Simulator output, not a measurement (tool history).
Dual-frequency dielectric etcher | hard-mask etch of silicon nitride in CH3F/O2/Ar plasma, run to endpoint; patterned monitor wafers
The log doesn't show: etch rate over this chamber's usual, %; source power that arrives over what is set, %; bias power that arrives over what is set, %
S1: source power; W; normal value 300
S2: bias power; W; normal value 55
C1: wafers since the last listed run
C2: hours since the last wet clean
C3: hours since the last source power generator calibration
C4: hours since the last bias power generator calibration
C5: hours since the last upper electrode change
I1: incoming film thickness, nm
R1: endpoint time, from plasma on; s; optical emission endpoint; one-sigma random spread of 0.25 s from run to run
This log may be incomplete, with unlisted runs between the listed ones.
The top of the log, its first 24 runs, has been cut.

run,hour,S1,S2,C1,C2,C3,C4,C5,I1,R1
25,558.2,260,64,250,29.9,2937.1,343.4,145.8,44.32,81.3
# hour 564.9: source power generator calibrated
26,576.9,320,43,148,48.6,12.0,362.1,164.5,44.65,92.9
27,620.2,370,45,437,91.9,55.3,405.4,207.8,44.72,85.4
28,646.3,300,55,264,118.0,81.4,431.5,233.9,44.30,82.4
29,666.1,220,55,200,137.8,101.2,451.3,253.7,44.40,94.0
30,691.0,300,55,251,162.7,126.1,476.2,278.6,44.58,83.3
31,712.6,260,62,218,184.3,147.7,497.8,300.2,44.71,82.7
32,745.3,300,55,330,217.0,180.4,530.5,332.9,44.65,83.1
33,771.7,300,55,267,243.4,206.8,556.9,359.3,45.02,84.0
34,796.2,300,55,247,267.9,231.3,581.4,383.8,44.27,82.1

5 ways to go on from here, each from the tool as it stands after run 34. What would each give?
A,796.6,300,55,4,268.3,231.7,581.8,384.2,44.09,?
B,796.6,280,55,4,268.3,231.7,581.8,384.2,44.09,?
C,796.6,330,41,4,268.3,231.7,581.8,384.2,44.09,?
D,796.6,360,48,4,268.3,231.7,581.8,384.2,44.09,?
E,796.6,240,55,4,268.3,231.7,581.8,384.2,44.09,?

run,R1
A,82.0
B,84.4
C,92.6
D,81.8
E,89.9
With the hidden condition removed and each run's random variation left untouched, the same runs would have given:
run,R1
A,83.0
B,85.3
C,93.6
D,82.7
E,90.9

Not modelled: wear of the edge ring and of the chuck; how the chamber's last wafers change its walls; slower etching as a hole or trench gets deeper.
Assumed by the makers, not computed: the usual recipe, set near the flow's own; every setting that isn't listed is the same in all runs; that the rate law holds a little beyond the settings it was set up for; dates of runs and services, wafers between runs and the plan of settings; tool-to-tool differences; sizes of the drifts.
